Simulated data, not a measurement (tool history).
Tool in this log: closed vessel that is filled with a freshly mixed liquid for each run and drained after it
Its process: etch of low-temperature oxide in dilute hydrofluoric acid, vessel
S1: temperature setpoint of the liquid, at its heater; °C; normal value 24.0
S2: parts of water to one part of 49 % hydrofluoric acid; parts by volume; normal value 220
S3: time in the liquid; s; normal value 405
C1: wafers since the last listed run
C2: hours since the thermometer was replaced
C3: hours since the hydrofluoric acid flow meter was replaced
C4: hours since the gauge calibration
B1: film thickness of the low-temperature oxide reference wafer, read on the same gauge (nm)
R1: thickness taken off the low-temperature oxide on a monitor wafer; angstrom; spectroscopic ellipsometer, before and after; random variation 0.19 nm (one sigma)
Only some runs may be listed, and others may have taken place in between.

{"run": 1, "day": 0.0, "S1": 24.0, "S2": 180, "S3": 405, "C1": 0, "C2": 1309.5, "C3": 647.5, "C4": 172.0, "B1": 89.97, "R1": 277.2}
{"run": 2, "day": 0.462, "S1": 24.0, "S2": 180, "S3": 405, "C1": 557, "C2": 1320.6, "C3": 658.6, "C4": 183.1, "B1": 90.01, "R1": 274.6}
{"run": 3, "day": 0.908, "S1": 24.0, "S2": 220, "S3": 580, "C1": 537, "C2": 1331.3, "C3": 669.3, "C4": 193.8, "B1": 90.0, "R1": 309.5}
{"run": 4, "day": 1.412, "S1": 24.0, "S2": 220, "S3": 580, "C1": 608, "C2": 1343.4, "C3": 681.4, "C4": 205.9, "B1": 90.0, "R1": 304.5}
{"day": 1.996, "done": "gauge calibrated"}
{"run": 5, "day": 2.017, "S1": 24.0, "S2": 220, "S3": 405, "C1": 728, "C2": 1357.9, "C3": 695.9, "C4": 0.5, "B1": 89.99, "R1": 214.7}
{"run": 6, "day": 2.275, "S1": 24.0, "S2": 220, "S3": 405, "C1": 311, "C2": 1364.1, "C3": 702.1, "C4": 6.7, "B1": 90.03, "R1": 212.2}
{"run": 7, "day": 2.879, "S1": 24.0, "S2": 220, "S3": 405, "C1": 728, "C2": 1378.6, "C3": 716.6, "C4": 21.2, "B1": 89.98, "R1": 213.2}
{"run": 8, "day": 3.467, "S1": 24.0, "S2": 220, "S3": 405, "C1": 708, "C2": 1392.7, "C3": 730.7, "C4": 35.3, "B1": 90.0, "R1": 214.1}
{"run": 9, "day": 5.521, "S1": 27.0, "S2": 220, "S3": 405, "C1": 2477, "C2": 1442.0, "C3": 780.0, "C4": 84.6, "B1": 89.99, "R1": 233.6}
{"run": 10, "day": 6.075, "S1": 27.0, "S2": 220, "S3": 405, "C1": 668, "C2": 1455.3, "C3": 793.3, "C4": 97.9, "B1": 90.0, "R1": 233.1}
{"run": 11, "day": 6.746, "S1": 20.5, "S2": 220, "S3": 405, "C1": 809, "C2": 1471.4, "C3": 809.4, "C4": 114.0, "B1": 89.97, "R1": 185.3}
{"run": 12, "day": 7.225, "S1": 24.0, "S2": 220, "S3": 405, "C1": 577, "C2": 1482.9, "C3": 820.9, "C4": 125.5, "B1": 90.0, "R1": 209.5}
{"run": 13, "day": 7.921, "S1": 24.0, "S2": 130, "S3": 170, "C1": 839, "C2": 1499.6, "C3": 837.6, "C4": 142.2, "B1": 90.01, "R1": 165.4}
{"day": 8.367, "done": "hydrofluoric acid flow meter replaced"}
{"run": 14, "day": 8.462, "S1": 27.0, "S2": 265, "S3": 185, "C1": 603, "C2": 1512.6, "C3": 2.3, "C4": 155.2, "B1": 90.03, "R1": 96.6}
{"run": 15, "day": 8.808, "S1": 27.0, "S2": 295, "S3": 180, "C1": 417, "C2": 1520.9, "C3": 10.6, "C4": 163.5, "B1": 90.04, "R1": 81.9}
{"day": 9.25, "done": "thermometer replaced"}
{"run": 16, "day": 9.379, "S1": 19.5, "S2": 220, "S3": 300, "C1": 638, "C2": 3.1, "C3": 24.3, "C4": 177.2, "B1": 90.0, "R1": 150.9}
{"run": 17, "day": 9.838, "S1": 24.0, "S2": 180, "S3": 405, "C1": 552, "C2": 14.1, "C3": 35.3, "C4": 188.2, "B1": 90.01, "R1": 305.6}
{"run": 18, "day": 10.371, "S1": 22.5, "S2": 285, "S3": 250, "C1": 643, "C2": 26.9, "C3": 48.1, "C4": 201.0, "B1": 89.99, "R1": 101.2}
{"run": 19, "day": 11.071, "S1": 24.0, "S2": 220, "S3": 405, "C1": 844, "C2": 43.7, "C3": 64.9, "C4": 217.8, "B1": 89.98, "R1": 238.5}
{"day": 11.446, "done": "gauge calibrated"}
{"run": 20, "day": 11.633, "S1": 24.0, "S2": 265, "S3": 405, "C1": 678, "C2": 57.2, "C3": 78.4, "C4": 4.5, "B1": 89.99, "R1": 188.1}
{"run": 21, "day": 12.221, "S1": 28.0, "S2": 300, "S3": 630, "C1": 708, "C2": 71.3, "C3": 92.5, "C4": 18.6, "B1": 90.01, "R1": 289.3}
{"run": 22, "day": 12.754, "S1": 24.0, "S2": 220, "S3": 405, "C1": 643, "C2": 84.1, "C3": 105.3, "C4": 31.4, "B1": 90.03, "R1": 239.5}
{"run": 23, "day": 14.742, "S1": 24.0, "S2": 140, "S3": 570, "C1": 2397, "C2": 131.8, "C3": 153.0, "C4": 79.1, "B1": 90.0, "R1": 563.6}

Subtracting, for every run, the result it would have given without the tool's unlogged condition from the measured result gives the following. The same run-to-run variation enters both numbers; the gauge's scatter may not:
The tool's hidden condition here consists of: liquid hotter than its thermometer reads (K); hydrofluoric acid flow below the setpoint (%); gauge reads high (%).
run=1 R1=-36.4
run=2 R1=-36.8
run=3 R1=-43.4
run=4 R1=-43.7
run=5 R1=-31.5
run=6 R1=-31.4
run=7 R1=-32.4
run=8 R1=-33.2
run=9 R1=-39.6
run=10 R1=-40.3
run=11 R1=-31.8
run=12 R1=-37.0
run=13 R1=-27.8
run=14 R1=-1.9
run=15 R1=-1.8
run=16 R1=-3.3
run=17 R1=-7.3
run=18 R1=-2.9
run=19 R1=-7.2
run=20 R1=-6.3
run=21 R1=-11.0
run=22 R1=-9.1
run=23 R1=-25.1
